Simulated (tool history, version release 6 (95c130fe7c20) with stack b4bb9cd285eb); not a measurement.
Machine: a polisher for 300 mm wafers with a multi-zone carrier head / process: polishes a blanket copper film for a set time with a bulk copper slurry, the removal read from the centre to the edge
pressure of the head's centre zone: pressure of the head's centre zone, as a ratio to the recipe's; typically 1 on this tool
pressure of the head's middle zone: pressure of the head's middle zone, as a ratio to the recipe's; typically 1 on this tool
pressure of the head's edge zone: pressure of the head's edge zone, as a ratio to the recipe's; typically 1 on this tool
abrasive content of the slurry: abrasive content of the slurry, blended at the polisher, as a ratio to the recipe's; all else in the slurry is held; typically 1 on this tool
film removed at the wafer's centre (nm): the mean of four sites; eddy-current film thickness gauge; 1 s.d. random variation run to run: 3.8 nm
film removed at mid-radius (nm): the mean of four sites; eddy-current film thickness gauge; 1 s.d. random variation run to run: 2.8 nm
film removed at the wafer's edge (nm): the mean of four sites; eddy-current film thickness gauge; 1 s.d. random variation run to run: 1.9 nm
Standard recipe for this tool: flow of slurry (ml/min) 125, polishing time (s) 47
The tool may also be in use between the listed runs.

run     day  flow of slurry (ml/min)  pressure of the head's centre zone  pressure of the head's middle zone  pressure of the head's edge zone  abrasive content of the slurry  polishing time (s)  wafers since the last listed run  wafers polished on this pad  hours since the slurry nozzle was cleaned  hours since the centre zone pressure was calibrated  hours since the edge zone pressure was calibrated  hours since the carrier head's membrane was replaced  incoming thickness of the incoming film, nm  film removed at the wafer's centre (nm)  film removed at mid-radius (nm)  film removed at the wafer's edge (nm)
  1       0                      125                                   1                                1.05                                 1                               1                  54                                 0                          471                                      338.5                                                845.4                                              973.8                                                1616.2                                       2630.2                                    308.6                            330.3                                  316.2
  2   0.392                      125                                   1                                1.05                                 1                               1                  54                                69                          541                                      347.9                                                854.8                                              983.2                                                1625.6                                       2611.3                                    315.4                            334.5                                  312.3
  3   0.696                      125                                   1                                   1                                 1                               1                  47                                53                          594                                      355.2                                                862.1                                              990.5                                                1632.9                                       2621.3                                    265.5                            276.7                                  268.8
  4   1.112                      125                                   1                                   1                                 1                               1                  47                                73                          668                                      365.2                                                872.1                                             1000.5                                                1642.9                                         2589                                    267.9                            271.9                                  268.6
  5   1.504                      105                                1.03                                   1                                 1                               1                  47                                69                          738                                      374.6                                                881.5                                             1009.9                                                1652.3                                       2585.4                                    259.3                            264.4                                  259.7
  6   3.554                      105                                1.03                                   1                                 1                               1                  47                               363                         1102                                      423.8                                                930.7                                             1059.1                                                1701.5                                       2620.1                                    249.6                              258                                  250.7
  7   3.867                      105                                1.03                                   1                                 1                               1                  47                                55                         1157                                      431.3                                                938.2                                             1066.6                                                  1709                                       2650.3                                    245.1                            252.9                                  252.1
  8   4.142                      125                                   1                                   1                                 1                               1                  55                                48                         1206                                      437.9                                                944.8                                             1073.2                                                1715.6                                       2578.2                                    296.5                            302.7                                  301.1
      4.771  -- worn pad replaced by a new one
        5.7  -- carrier head's membrane replaced by a new one
  9   5.958                      125                                   1                                   1                                 1                               1                  55                               255                          174                                      481.5                                                988.4                                             1116.8                                                   6.2                                       2603.9                                    313.4                            328.3                                  321.6
      6.412  -- slurry nozzle cleaned
 10   6.504                      125                                   1                                   1                                 1                               1                  55                                89                          263                                        2.2                                               1001.5                                             1129.9                                                  19.3                                         2574                                      341                            343.6                                  331.5
 11   6.946                      125                                   1                                   1                                 1                               1                  47                                78                          341                                       12.8                                               1012.1                                             1140.5                                                  29.9                                       2546.7                                    281.2                            288.9                                  283.7
 12   7.533                       95                                   1                                   1                                 1                               1                  47                               104                          446                                       26.9                                               1026.2                                             1154.6                                                    44                                       2618.1                                    258.9                            274.9                                  265.2
      7.762  -- edge zone pressure recalibrated
 13   7.921                      155                                0.88                                0.91                                 1                               1                  47                                53                          500                                       36.2                                               1035.5                                                3.8                                                  53.3                                       2592.2                                    259.9                            275.6                                  281.9
 14   8.225                      125                                1.09                                   1                                 1                               1                  47                                53                          554                                       43.5                                               1042.8                                               11.1                                                  60.6                                       2579.1                                    299.5                              284                                  270.4
 15   8.958                      125                                   1                                0.93                                 1                               1                  41                               130                          684                                       61.1                                               1060.4                                               28.7                                                  78.2                                       2637.2                                    237.4                            229.1                                  238.3
 16   9.662                      125                                   1                                   1                                 1                             0.9                  35                               124                          809                                         78                                               1077.3                                               45.6                                                  95.1                                         2572                                    196.7                            198.5                                  195.9
      9.942  -- centre zone pressure recalibrated
 17  10.046                      125                                   1                                   1                                 1                               1                  47                                53                          862                                       87.2                                                  2.5                                               54.8                                                 104.3                                       2621.2                                    271.9                            274.3                                  266.3
 18  10.612                      125                                   1                                1.11                                 1                               1                  32                               100                          962                                      100.8                                                 16.1                                               68.4                                                 117.9                                       2639.9                                    184.6                            206.5                                  180.9
 19  11.721                      125                                   1                                   1                                 1                               1                  54                               196                         1159                                      127.4                                                 42.7                                                 95                                                 144.5                                       2594.1                                    308.1                            318.2                                  304.3
       12.2  -- worn pad replaced by a new one
 20  12.221                      125                                1.05                                   1                                 1                               1                  40                                59                            3                                      139.4                                                 54.7                                                107                                                 156.5                                       2592.1                                    275.3                            262.8                                    253
 21  12.375                      125                                   1                                   1                              0.89                             0.8                  38                                27                           30                                      143.1                                                 58.4                                              110.7                                                 160.2                                       2575.8                                    230.7                            235.9                                  215.9
 22  12.804                      125                                0.91                                0.94                                 1                               1                  47                                76                          106                                      153.4                                                 68.7                                                121                                                 170.5                                       2601.8                                    271.1                            283.5                                  294.8

The tool's hidden state at each run:
deviation of the centre zone's pressure from its setpoint, %: 0 at every run
deviation of the edge zone's pressure from its setpoint, %: 0 at every run
H1: removal rate lost through wear of the pad, %
H2: slurry flow missing at the pad, %
run    H1     H2
  1  8.25   15.1
  2  8.89   15.8
  3  9.32   16.3
  4  9.83     17
  5  10.2   17.8
  6  11.6   21.8
  7  11.7   22.4
  8  11.8     23
  9  5.66   27.1
 10  7.18  0.854
 11   8.2   0.87
 12  9.31  0.928
 13  9.91  0.987
 14  10.3   1.05
 15  11.1   1.23
 16  11.7   1.47
 17    12   1.63
 18  12.3   1.89
 19  12.7   2.51
 20  1.79   2.83
 21  2.53   2.94
 22  4.36   3.25
